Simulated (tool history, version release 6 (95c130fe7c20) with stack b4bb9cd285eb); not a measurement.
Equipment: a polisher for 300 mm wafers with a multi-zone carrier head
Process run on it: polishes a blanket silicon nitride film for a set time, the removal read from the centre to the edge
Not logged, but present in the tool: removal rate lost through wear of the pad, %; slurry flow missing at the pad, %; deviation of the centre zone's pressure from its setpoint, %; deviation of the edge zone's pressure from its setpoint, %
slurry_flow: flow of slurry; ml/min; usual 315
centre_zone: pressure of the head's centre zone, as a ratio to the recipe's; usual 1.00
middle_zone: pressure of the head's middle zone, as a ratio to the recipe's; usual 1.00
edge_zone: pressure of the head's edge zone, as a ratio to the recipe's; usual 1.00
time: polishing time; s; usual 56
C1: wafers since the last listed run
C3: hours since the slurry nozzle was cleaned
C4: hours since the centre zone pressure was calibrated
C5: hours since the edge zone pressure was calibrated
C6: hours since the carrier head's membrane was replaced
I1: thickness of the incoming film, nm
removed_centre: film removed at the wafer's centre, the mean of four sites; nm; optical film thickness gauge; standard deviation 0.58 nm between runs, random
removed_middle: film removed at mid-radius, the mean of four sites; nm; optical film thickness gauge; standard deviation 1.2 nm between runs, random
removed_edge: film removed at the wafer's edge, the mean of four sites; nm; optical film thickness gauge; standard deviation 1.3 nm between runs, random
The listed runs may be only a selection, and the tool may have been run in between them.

Run 1, hour 0.0: usual settings; C1 0; wafers polished on this pad 2365; C3 0.5; C4 87.0; C5 706.9; C6 304.9; I1 468.4. Result: removed_centre 91.8 nm, removed_middle 92.3 nm, removed_edge 92.0 nm.
Run 2, hour 45.2: usual settings but slurry_flow 220 ml/min, edge_zone 0.91; C1 605; wafers polished on this pad 2970; C3 45.7; C4 132.2; C5 752.1; C6 350.1; I1 478.6. Result: removed_centre 89.2 nm, removed_middle 88.0 nm, removed_edge 86.4 nm.
Run 3, hour 147.8: usual settings but time 63 s; C1 1373; wafers polished on this pad 4344; C3 148.3; C4 234.8; C5 854.7; C6 452.7; I1 463.6. Result: removed_centre 103.5 nm, removed_middle 100.8 nm, removed_edge 101.9 nm.
Run 4, hour 200.1: usual settings; C1 700; wafers polished on this pad 5044; C3 200.6; C4 287.1; C5 907.0; C6 505.0; I1 464.7. Result: removed_centre 92.9 nm, removed_middle 89.7 nm, removed_edge 89.9 nm.
At hour 245.1: worn pad replaced by a new one.
Run 5, hour 245.6: usual settings but slurry_flow 285 ml/min; C1 555; wafers polished on this pad 6; C3 246.1; C4 332.6; C5 952.5; C6 550.5; I1 466.1. Result: removed_centre 93.2 nm, removed_middle 92.0 nm, removed_edge 91.5 nm.
Run 6, hour 270.7: usual settings but slurry_flow 245 ml/min, centre_zone 1.08; C1 336; wafers polished on this pad 342; C3 271.2; C4 357.7; C5 977.6; C6 575.6; I1 470.9. Result: removed_centre 99.9 nm, removed_middle 90.0 nm, removed_edge 93.0 nm.
Run 7, hour 317.5: usual settings but slurry_flow 390 ml/min, edge_zone 0.93; C1 626; wafers polished on this pad 969; C3 318.0; C4 404.5; C5 1024.4; C6 622.4; I1 463.2. Result: removed_centre 95.3 nm, removed_middle 94.1 nm, removed_edge 90.5 nm.
Run 8, hour 350.0: usual settings; C1 435; wafers polished on this pad 1404; C3 350.5; C4 437.0; C5 1056.9; C6 654.9; I1 468.6. Result: removed_centre 94.5 nm, removed_middle 91.4 nm, removed_edge 90.2 nm.
Run 9, hour 391.0: usual settings but time 44 s; C1 548; wafers polished on this pad 1953; C3 391.5; C4 478.0; C5 1097.9; C6 695.9; I1 476.0. Result: removed_centre 75.1 nm, removed_middle 71.1 nm, removed_edge 70.6 nm.
At hour 410.6: edge zone pressure recalibrated.
At hour 447.4: slurry nozzle cleaned.
At hour 452.7: carrier head's membrane replaced by a new one.
Run 10, hour 453.2: usual settings but middle_zone 1.10, edge_zone 0.92; C1 725; wafers polished on this pad 2679; C3 5.8; C4 540.2; C5 42.6; C6 0.5; I1 466.3. Result: removed_centre 94.1 nm, removed_middle 99.6 nm, removed_edge 88.2 nm.
Run 11, hour 508.7: usual settings but slurry_flow 380 ml/min, middle_zone 1.10, edge_zone 1.10, time 74 s; C1 743; wafers polished on this pad 3422; C3 61.3; C4 595.7; C5 98.1; C6 56.0; I1 471.3. Result: removed_centre 125.8 nm, removed_middle 131.0 nm, removed_edge 127.9 nm.
Run 12, hour 553.7: usual settings but time 44 s; C1 602; wafers polished on this pad 4024; C3 106.3; C4 640.7; C5 143.1; C6 101.0; I1 471.5. Result: removed_centre 74.7 nm, removed_middle 69.6 nm, removed_edge 71.6 nm.
Run 13, hour 603.4: usual settings but middle_zone 0.96; C1 665; wafers polished on this pad 4690; C3 156.0; C4 690.4; C5 192.8; C6 150.7; I1 469.5. Result: removed_centre 94.4 nm, removed_middle 85.7 nm, removed_edge 93.2 nm.
Run 14, hour 629.2: usual settings; C1 345; wafers polished on this pad 5035; C3 181.8; C4 716.2; C5 218.6; C6 176.5; I1 462.5. Result: removed_centre 94.9 nm, removed_middle 87.6 nm, removed_edge 91.5 nm.
At hour 677.7: worn pad replaced by a new one.
Run 15, hour 678.2: usual settings but slurry_flow 365 ml/min, middle_zone 1.03; C1 602; wafers polished on this pad 7; C3 230.8; C4 765.2; C5 267.6; C6 225.5; I1 468.6. Result: removed_centre 99.7 nm, removed_middle 97.0 nm, removed_edge 94.4 nm.
Run 16, hour 738.6: usual settings; C1 808; wafers polished on this pad 816; C3 291.2; C4 825.6; C5 328.0; C6 285.9; I1 466.0. Result: removed_centre 96.4 nm, removed_middle 89.8 nm, removed_edge 91.8 nm.
Run 17, hour 791.8: usual settings but middle_zone 0.93, edge_zone 1.09; C1 712; wafers polished on this pad 1528; C3 344.4; C4 878.8; C5 381.2; C6 339.1; I1 473.6. Result: removed_centre 97.1 nm, removed_middle 87.8 nm, removed_edge 96.6 nm.
Run 18, hour 840.5: usual settings but slurry_flow 225 ml/min, middle_zone 1.12, edge_zone 1.10, time 47 s; C1 652; wafers polished on this pad 2180; C3 393.1; C4 927.5; C5 429.9; C6 387.8; I1 480.1. Result: removed_centre 79.0 nm, removed_middle 80.5 nm, removed_edge 78.9 nm.
Run 19, hour 870.3: usual settings; C1 399; wafers polished on this pad 2579; C3 422.9; C4 957.3; C5 459.7; C6 417.6; I1 462.5. Result: removed_centre 97.2 nm, removed_middle 91.1 nm, removed_edge 93.7 nm.
Run 20, hour 927.0: usual settings but slurry_flow 265 ml/min; C1 759; wafers polished on this pad 3338; C3 479.6; C4 1014.0; C5 516.4; C6 474.3; I1 468.2. Result: removed_centre 95.3 nm, removed_middle 88.1 nm, removed_edge 89.9 nm.
At hour 956.5: slurry nozzle cleaned.
Run 21, hour 996.8: usual settings but centre_zone 0.92; C1 921; wafers polished on this pad 4259; C3 40.3; C4 1083.8; C5 586.2; C6 544.1; I1 468.7. Result: removed_centre 90.0 nm, removed_middle 89.7 nm, removed_edge 91.5 nm.

Selected run-to-run steps in removed_centre, each split into two signed amounts: the part the tool would show with no hidden state at all (from settings, incoming material and random variation), and the remainder, which goes to the hidden state together with any gauge scatter not common to the measured and the hidden-state-free results:
Run 4 -> 5: slurry_flow 315 -> 285, worn pad replaced by a new one. removed_centre +0.3 nm: hidden state +2.6, all else -2.3.
Run 10 -> 11: slurry_flow 315 -> 380, edge_zone 0.92 -> 1.10, time 56 -> 74. removed_centre +31.7 nm: hidden state +0.2, all else +31.5.
Run 11 -> 12: slurry_flow 380 -> 315, middle_zone 1.10 -> 1.00, edge_zone 1.10 -> 1.00, time 74 -> 44. removed_centre -51.1 nm: hidden state -0.6, all else -50.5.
Run 14 -> 15: slurry_flow 315 -> 365, middle_zone 1.00 -> 1.03, worn pad replaced by a new one. removed_centre +4.8 nm: hidden state +2.9, all else +1.9.

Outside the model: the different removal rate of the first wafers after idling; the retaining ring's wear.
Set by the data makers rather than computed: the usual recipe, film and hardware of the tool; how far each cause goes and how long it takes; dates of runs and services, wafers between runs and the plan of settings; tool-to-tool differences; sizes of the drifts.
